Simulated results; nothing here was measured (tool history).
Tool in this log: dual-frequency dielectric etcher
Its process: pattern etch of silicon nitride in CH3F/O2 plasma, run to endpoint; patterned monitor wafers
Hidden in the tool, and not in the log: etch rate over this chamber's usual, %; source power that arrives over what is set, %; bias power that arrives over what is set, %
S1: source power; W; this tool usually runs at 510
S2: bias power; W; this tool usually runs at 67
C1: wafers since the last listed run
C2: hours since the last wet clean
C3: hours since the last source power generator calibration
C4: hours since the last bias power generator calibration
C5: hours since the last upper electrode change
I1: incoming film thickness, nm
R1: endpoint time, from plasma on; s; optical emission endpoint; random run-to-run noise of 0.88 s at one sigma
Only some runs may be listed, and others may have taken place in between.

run,day,S1,S2,C1,C2,C3,C4,C5,I1,R1
1,0.000,510,74,0,388.1,1113.6,3591.1,3878.0,104.5,100.4
2,1.267,450,57,179,418.5,1144.0,3621.5,3908.4,104.0,118.5
3,2.379,450,57,157,445.2,1170.7,3648.2,3935.1,103.8,119.5
4,3.067,450,57,97,461.7,1187.2,3664.7,3951.6,104.0,118.2
5,3.950,510,54,124,482.9,1208.4,3685.9,3972.8,105.0,111.3
6,5.183,510,54,174,512.5,1238.0,3715.5,4002.4,104.4,113.1
# day 6.792: wet clean of the chamber
7,6.812,510,54,88,0.5,1277.1,3754.6,4041.5,104.9,108.5
8,7.325,550,67,72,12.8,1289.4,3766.9,4053.8,103.1,94.5
9,8.817,550,67,210,48.6,1325.2,3802.7,4089.6,104.3,95.2
10,9.521,510,67,99,65.5,1342.1,3819.6,4106.5,103.1,99.5
11,10.242,430,51,101,82.8,1359.4,3836.9,4123.8,104.2,124.5
12,11.612,510,67,193,115.7,1392.3,3869.8,4156.7,104.7,101.7
# day 13.854: upper electrode replaced
13,13.875,510,59,178,170.0,1446.6,3924.1,0.5,104.3,106.4
14,13.892,590,51,2,170.4,1447.0,3924.5,0.9,104.1,102.4
# day 14.483: source power generator calibrated
15,14.958,510,54,127,196.0,11.4,3950.1,26.5,104.2,109.5
16,16.246,440,77,181,226.9,42.3,3981.0,57.4,103.5,106.6
17,17.362,580,67,157,253.7,69.1,4007.8,84.2,103.3,94.3
18,21.825,590,67,630,360.8,176.2,4114.9,191.3,104.7,95.3
# day 22.138: bias power generator calibrated
19,22.933,510,67,133,387.4,202.8,19.1,217.9,104.8,105.7
20,23.525,510,67,83,401.6,217.0,33.3,232.1,104.9,105.9
21,24.988,470,62,206,436.7,252.1,68.4,267.2,104.8,111.2
22,25.971,430,72,138,460.3,275.7,92.0,290.8,103.8,112.8
23,28.992,510,67,427,532.8,348.2,164.5,363.3,103.7,103.9
# day 30.150: wet clean of the chamber
24,30.171,510,67,25,0.5,376.5,192.8,391.6,105.4,101.6
25,31.000,510,76,117,20.4,396.4,212.7,411.5,105.1,96.2
26,32.146,510,67,161,47.9,423.9,240.2,439.0,104.6,102.5
27,33.521,390,79,194,80.9,456.9,273.2,472.0,104.0,113.0
28,34.292,510,67,108,99.4,475.4,291.7,490.5,103.5,101.2
29,37.838,470,76,501,184.5,560.5,376.8,575.6,103.1,102.1
30,38.758,570,53,130,206.6,582.6,398.9,597.7,105.2,103.4
31,39.904,510,67,161,234.1,610.1,426.4,625.2,104.1,102.4
32,40.771,600,83,122,254.9,630.9,447.2,646.0,104.7,87.7
33,41.979,510,55,170,283.9,659.9,476.2,675.0,104.1,109.6
34,43.000,440,67,144,308.4,684.4,500.7,699.5,103.9,112.7

Table of differences, measured result less the result of that run with no hidden state. Run-to-run variation is the same in both. Gauge scatter possibly is not:
run,R1
1,+3.3
2,+4.2
3,+4.5
4,+4.6
5,+4.5
6,+4.9
7,-0.3
8,-0.2
9,+0.2
10,+0.3
11,+0.6
12,+0.7
13,+1.2
14,+1.2
15,+1.6
16,+1.8
17,+1.7
18,+2.7
19,+3.2
20,+3.3
21,+3.8
22,+4.0
23,+4.3
24,+0.1
25,+0.3
26,+0.5
27,+0.9
28,+0.9
29,+1.7
30,+2.0
31,+2.1
32,+2.0
33,+2.7
34,+3.1
